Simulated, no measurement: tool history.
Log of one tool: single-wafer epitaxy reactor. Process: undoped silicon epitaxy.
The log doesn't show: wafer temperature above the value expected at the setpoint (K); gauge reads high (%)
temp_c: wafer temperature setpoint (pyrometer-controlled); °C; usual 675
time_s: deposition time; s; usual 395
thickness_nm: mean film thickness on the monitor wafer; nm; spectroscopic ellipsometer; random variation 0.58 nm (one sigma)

run,day,temp_c,time_s,wafers since the last listed run,hours since the last pyrometer calibration,hours since the gauge calibration,"read-back reference wafer on the same gauge, thickness_nm",thickness_nm
1,0,675,395,0,1402.4,52.4,113.975,116.169
2,0.654,675,395,79,1418.1,68.1,114.121,118.113
3,1.25,680,395,72,1432.4,82.4,113.917,131.136
4,1.842,680,395,72,1446.6,96.6,113.845,132.079
5,2.283,680,395,53,1457.2,107.2,114.007,132.205
6,2.829,675,395,66,1470.3,120.3,114.02,117.855
7,3.396,675,395,69,1483.9,133.9,114.053,116.226
8,3.733,675,395,41,1492,142,113.987,116.086
9,4.421,675,433,83,1508.5,158.5,113.948,128.113
10,4.679,675,432,31,1514.7,164.7,114.073,128.899
11,4.933,675,432,31,1520.8,170.8,113.981,127.167
12,5.654,675,395,88,1538.1,188.1,113.893,117.781
13,6.271,675,379,75,1552.9,202.9,114.018,111.598
14,6.812,675,379,66,1565.9,215.9,114.131,112.512
15,7.104,675,379,35,1572.9,222.9,113.94,112.635
16,7.733,675,395,76,1588,238,114.069,116.297
17,8.304,675,395,69,1601.7,251.7,114.056,117.526
18,8.696,675,395,47,1611.1,261.1,113.957,118.067
19,9.346,675,447,79,1626.7,276.7,114.042,132.094
20,9.617,675,447,33,1633.2,283.2,113.802,132.394
21,10.067,670,459,54,1644,294,114.078,120.93
# day 10.638: gauge calibrated
22,10.658,686,446,72,1658.2,0.5,113.848,171.378
# day 11.375: pyrometer calibrated
23,11.396,669,374,49,0.5,18.2,114.043,96.341
24,11.746,675,395,42,8.9,26.6,114.214,117.905
25,12.342,688,332,72,23.2,40.9,114.138,133.244
26,12.696,680,324,43,31.7,49.4,113.773,109.253
27,13.062,689,437,44,40.5,58.2,113.991,178.238
28,13.354,675,395,35,47.5,65.2,113.978,117.263
29,13.829,670,335,58,58.9,76.6,114.097,88.549
30,14.275,681,443,54,69.6,87.3,114.119,151.987
31,14.825,684,350,67,82.8,100.5,113.823,127.579
32,15.338,670,422,62,95.1,112.8,114.063,111.822
33,16.833,667,339,182,131,148.7,113.875,83.158
34,17.429,675,395,72,145.3,163,114.037,117.315
35,17.988,675,395,68,158.7,176.4,113.991,117.04
36,18.729,665,421,90,176.5,194.2,114.121,98.128
37,20.154,675,395,174,210.7,228.4,113.955,116.782
38,20.442,667,360,35,217.6,235.3,113.932,87.985
39,20.783,675,395,41,225.8,243.5,114.093,117.208
40,21.146,670,345,44,234.5,252.2,113.863,90.248

Forecast each of these 3 alternatives for the next run:
A,21.167,661,395,2,235,252.7,?,?
B,21.167,679,460,2,235,252.7,?,?
C,21.167,682,395,2,235,252.7,?,?

run,"read-back reference wafer on the same gauge, thickness_nm",thickness_nm
A,114.005,83.743
B,114.005,149.772
C,114.005,137.894
Without the tool's hidden state the same runs would have given:
run,thickness_nm
A,83.743
B,149.772
C,137.894
